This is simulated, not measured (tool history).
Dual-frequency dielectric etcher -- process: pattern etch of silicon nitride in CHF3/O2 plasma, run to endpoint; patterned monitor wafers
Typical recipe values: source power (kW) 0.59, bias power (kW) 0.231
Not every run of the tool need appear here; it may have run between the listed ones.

run,day,source power (kW),bias power (kW),"incoming incoming film thickness, nm",endpoint time (s)
1,0,0.59,0.231,91.3,52.2
2,1.167,0.59,0.231,91.3,52.5
3,2.408,0.59,0.231,91.8,52.5
4,2.917,0.59,0.231,91.8,52.4
5,3.717,0.59,0.231,90.8,51.8
6,4.338,0.59,0.231,90.5,51.6
7,4.917,0.59,0.231,91.5,52.3
8,6.208,0.59,0.189,91.4,54.2
9,8.112,0.59,0.231,91.3,53.8
10,9.2,0.72,0.182,91,53
11,9.217,0.59,0.231,91.8,53.9
12,9.804,0.54,0.287,90.5,51.7
13,11.146,0.47,0.25,91.4,56.1
14,12.354,0.45,0.214,91.7,58.9
15,13.1,0.59,0.203,91.2,54.4

Not shown: 4 entries that the log had between the listed runs. Between which runs, and how does the tool's hidden state differ before and after?
Run 8 -> run 9: source power generator calibrated (day 7.883); wet clean of the chamber (day 8.092)
  etch rate over this chamber's usual, %: 2.87 -> -0.784
  what was measured, less what the result would be without the hidden state, endpoint time (s): -1.6 -> +0.4
Run 9 -> run 10: upper electrode replaced (day 9.179)
  etch rate over this chamber's usual, %: -0.784 -> -0.545
  what was measured, less what the result would be without the hidden state, endpoint time (s): +0.4 -> +0.3
Run 12 -> run 13: bias power generator calibrated (day 10.267)
  etch rate over this chamber's usual, %: -0.413 -> -0.118
  what was measured, less what the result would be without the hidden state, endpoint time (s): +0.2 -> +0.1
